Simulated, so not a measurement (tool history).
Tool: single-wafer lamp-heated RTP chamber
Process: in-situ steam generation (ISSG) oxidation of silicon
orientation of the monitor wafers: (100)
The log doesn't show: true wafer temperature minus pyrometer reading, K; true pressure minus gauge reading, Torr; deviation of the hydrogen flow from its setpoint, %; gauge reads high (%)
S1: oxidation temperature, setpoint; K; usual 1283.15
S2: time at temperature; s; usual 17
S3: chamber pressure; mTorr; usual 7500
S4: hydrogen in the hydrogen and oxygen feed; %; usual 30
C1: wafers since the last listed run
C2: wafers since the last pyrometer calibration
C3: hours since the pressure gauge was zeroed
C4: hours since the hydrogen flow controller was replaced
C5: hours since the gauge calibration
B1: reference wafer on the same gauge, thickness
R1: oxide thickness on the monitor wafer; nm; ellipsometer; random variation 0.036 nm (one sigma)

run,day,S1,S2,S3,S4,C1,C2,C3,C4,C5,B1,R1
1,0.000,1283.15,17,7500,24,0,103,4747.3,3103.5,195.5,6.219,5.989
2,2.096,1283.15,17,7500,24,384,488,4797.6,3153.8,245.8,6.219,5.969
3,4.933,1283.15,17,7500,24,520,1008,4865.7,3221.9,313.9,6.215,5.888
# day 14.067: pyrometer window cleaned and pyrometer calibrated
4,14.504,1278.15,17,7500,30,1694,80,5095.4,3451.6,543.6,6.201,6.217
5,17.254,1278.15,17,7500,30,504,584,5161.4,3517.6,609.6,6.208,6.143
6,21.212,1283.15,17,6900,30,726,1311,5256.4,3612.6,704.6,6.198,6.380
7,25.542,1297.15,17,7500,30,794,2105,5360.3,3716.5,808.5,6.212,6.799
8,29.350,1283.15,17,8100,30,698,2803,5451.7,3807.9,899.9,6.221,6.583
9,31.833,1283.15,17,8100,30,455,3259,5511.3,3867.5,959.5,6.213,6.702
# day 32.600: pyrometer window cleaned and pyrometer calibrated
# day 33.025: hydrogen flow controller replaced
10,34.033,1283.15,17,8100,30,281,202,5564.1,24.2,1012.3,6.201,6.245
# day 34.800: pressure gauge zeroed
11,36.742,1283.15,17,7500,30,435,637,46.6,89.2,1077.3,6.220,6.261
12,40.688,1283.15,17,7500,30,723,1361,141.3,183.9,1172.0,6.224,6.303

Run 13 comes next. What will it give?
13,44.321,1297.15,22,6900,21,666,2028,228.5,271.1,1259.2,?,?

B1: 6.220
R1: 7.136 nm
Without the tool's hidden state the same run would have given R1 6.955 nm.

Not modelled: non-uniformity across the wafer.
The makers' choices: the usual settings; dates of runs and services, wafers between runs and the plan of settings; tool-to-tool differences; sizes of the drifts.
